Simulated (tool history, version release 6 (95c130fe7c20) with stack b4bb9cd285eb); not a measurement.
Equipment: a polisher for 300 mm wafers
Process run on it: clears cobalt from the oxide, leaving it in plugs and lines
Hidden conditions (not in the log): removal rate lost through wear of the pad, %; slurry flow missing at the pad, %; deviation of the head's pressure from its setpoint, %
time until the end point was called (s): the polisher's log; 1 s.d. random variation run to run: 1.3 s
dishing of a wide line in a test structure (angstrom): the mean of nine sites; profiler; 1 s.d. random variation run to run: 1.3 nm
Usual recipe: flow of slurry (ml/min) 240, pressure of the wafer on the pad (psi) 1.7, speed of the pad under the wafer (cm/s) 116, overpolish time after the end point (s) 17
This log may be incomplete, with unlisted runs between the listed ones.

run	hour	flow of slurry (ml/min)	pressure of the wafer on the pad (psi)	speed of the pad under the wafer (cm/s)	overpolish time after the end point (s)	wafers since the last listed run	wafers polished on this pad	hours since the slurry nozzle was cleaned	hours since the head pressure was calibrated	incoming thickness of the incoming film, nm	time until the end point was called (s)	dishing of a wide line in a test structure (angstrom)
1	0.0	240	1.7	116	21	0	194	501.9	486.6	378.1	69.2	570
# hour 13.7: slurry nozzle cleaned
# hour 50.6: head pressure recalibrated
2	71.3	240	1.7	116	17	479	674	57.6	20.7	384.7	75.5	518
# hour 111.0: worn pad replaced by a new one
3	136.1	240	1.7	116	17	427	176	122.4	85.5	381.7	76.2	516
4	177.0	210	1.7	116	17	287	463	163.3	126.4	371.8	72.2	513
5	207.6	205	1.7	116	17	215	678	193.9	157.0	383.9	78.8	507
6	247.8	240	1.7	116	17	282	961	234.1	197.2	380.1	80.5	479
# hour 273.8: worn pad replaced by a new one
7	274.3	240	1.7	140	13	158	3	260.6	223.7	377.7	59.4	515
8	313.5	240	1.7	140	13	275	278	299.8	262.9	380.9	59.3	485
9	345.0	240	1.7	116	17	221	500	331.3	294.4	374.7	71.3	499
10	372.7	240	1.7	76	10	194	694	359.0	322.1	377.5	112.2	270
# hour 417.6: worn pad replaced by a new one
11	443.5	240	1.7	140	13	469	181	429.8	392.9	386.2	60.3	474
# hour 481.3: slurry nozzle cleaned
12	483.3	280	1.3	90	17	272	454	2.0	432.7	379.3	122.9	378
13	511.8	205	1.7	116	17	200	654	30.5	461.2	380.5	72.3	472
14	569.4	275	2.2	90	10	404	1059	88.1	518.8	385.8	80.6	360
# hour 589.8: worn pad replaced by a new one
# hour 603.1: head pressure recalibrated
15	619.0	240	1.7	116	17	306	191	137.7	15.9	386.5	74.0	525
16	664.3	240	1.7	116	14	318	509	183.0	61.2	371.8	70.3	468
17	725.8	240	2.1	116	14	432	941	244.5	122.7	378.8	64.3	486
# hour 731.8: worn pad replaced by a new one
18	752.6	300	1.7	116	13	160	145	271.3	149.5	382.8	68.7	429
19	813.5	240	1.7	116	17	427	573	332.2	210.4	376.4	74.5	514

Some steps in time until the end point was called (s) between neighbouring runs. How much of each would the tool show without its hidden state too (settings, what came in, random variation), and how much is left for the hidden state, with any gauge scatter that isn't in both results?
Run 11 -> 12: flow of slurry (ml/min) 240 -> 280, pressure of the wafer on the pad (psi) 1.7 -> 1.3, speed of the pad under the wafer (cm/s) 140 -> 90, overpolish time after the end point (s) 13 -> 17, slurry nozzle cleaned. time until the end point was called (s) +62.6: hidden state +2.2, all else +60.4.
Run 14 -> 15: flow of slurry (ml/min) 275 -> 240, pressure of the wafer on the pad (psi) 2.2 -> 1.7, speed of the pad under the wafer (cm/s) 90 -> 116, overpolish time after the end point (s) 10 -> 17, worn pad replaced by a new one, head pressure recalibrated. time until the end point was called (s) -6.6: hidden state -7.8, all else +1.2.
